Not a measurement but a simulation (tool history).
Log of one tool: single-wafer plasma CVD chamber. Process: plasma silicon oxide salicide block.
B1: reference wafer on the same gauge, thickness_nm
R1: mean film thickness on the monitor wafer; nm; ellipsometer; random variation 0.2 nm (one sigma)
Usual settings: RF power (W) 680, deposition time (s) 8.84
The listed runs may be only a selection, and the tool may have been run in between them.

{"run": 1, "hour": 0.0, "RF power (W)": 680, "deposition time (s)": 7.85, "B1": 75.918, "R1": 81.051}
{"run": 2, "hour": 30.9, "RF power (W)": 680, "deposition time (s)": 7.85, "B1": 75.928, "R1": 81.468}
{"run": 3, "hour": 43.2, "RF power (W)": 680, "deposition time (s)": 7.85, "B1": 75.845, "R1": 81.136}
{"run": 4, "hour": 76.0, "RF power (W)": 680, "deposition time (s)": 8.84, "B1": 75.932, "R1": 91.638}
{"run": 5, "hour": 108.2, "RF power (W)": 680, "deposition time (s)": 8.84, "B1": 75.881, "R1": 91.56}
{"run": 6, "hour": 131.1, "RF power (W)": 680, "deposition time (s)": 8.84, "B1": 75.905, "R1": 91.505}
{"run": 7, "hour": 159.9, "RF power (W)": 680, "deposition time (s)": 8.41, "B1": 75.854, "R1": 86.836}
{"hour": 198.4, "done": "gauge calibrated"}
{"hour": 231.3, "done": "showerhead replaced"}
{"run": 8, "hour": 231.8, "RF power (W)": 680, "deposition time (s)": 8.41, "B1": 75.86, "R1": 86.945}
{"run": 9, "hour": 255.8, "RF power (W)": 680, "deposition time (s)": 8.41, "B1": 75.83, "R1": 86.659}
{"run": 10, "hour": 270.9, "RF power (W)": 680, "deposition time (s)": 7.85, "B1": 75.86, "R1": 80.621}
{"run": 11, "hour": 287.0, "RF power (W)": 605, "deposition time (s)": 10.08, "B1": 75.946, "R1": 100.77}
{"run": 12, "hour": 315.0, "RF power (W)": 565, "deposition time (s)": 7.46, "B1": 75.879, "R1": 73.134}
{"run": 13, "hour": 338.0, "RF power (W)": 680, "deposition time (s)": 8.84, "B1": 75.892, "R1": 91.079}
{"hour": 410.3, "done": "RF generator calibrated"}
{"run": 14, "hour": 410.8, "RF power (W)": 680, "deposition time (s)": 7.13, "B1": 75.847, "R1": 75.53}
{"run": 15, "hour": 422.4, "RF power (W)": 560, "deposition time (s)": 9.97, "B1": 75.888, "R1": 100.015}
{"run": 16, "hour": 448.8, "RF power (W)": 625, "deposition time (s)": 10.25, "B1": 75.911, "R1": 105.724}
{"run": 17, "hour": 479.0, "RF power (W)": 680, "deposition time (s)": 7.07, "B1": 75.885, "R1": 74.811}
{"run": 18, "hour": 503.5, "RF power (W)": 680, "deposition time (s)": 8.84, "B1": 75.885, "R1": 93.517}
{"run": 19, "hour": 521.0, "RF power (W)": 680, "deposition time (s)": 9.74, "B1": 75.895, "R1": 102.783}

3 ways to go on from here, each from the tool as it stands after run 19. What would each give?
{"run": "A", "hour": 521.4, "RF power (W)": 680, "deposition time (s)": 8.84, "B1": "?", "R1": "?"}
{"run": "B", "hour": 521.4, "RF power (W)": 605, "deposition time (s)": 7.54, "B1": "?", "R1": "?"}
{"run": "C", "hour": 521.4, "RF power (W)": 750, "deposition time (s)": 7.65, "B1": "?", "R1": "?"}

run=A B1=75.869 R1=92.943
run=B B1=75.869 R1=76.715
run=C B1=75.869 R1=82.691
With the hidden condition removed and each run's random variation left untouched, the same runs would have given:
run=A R1=93.509
run=B R1=77.181
run=C R1=83.194
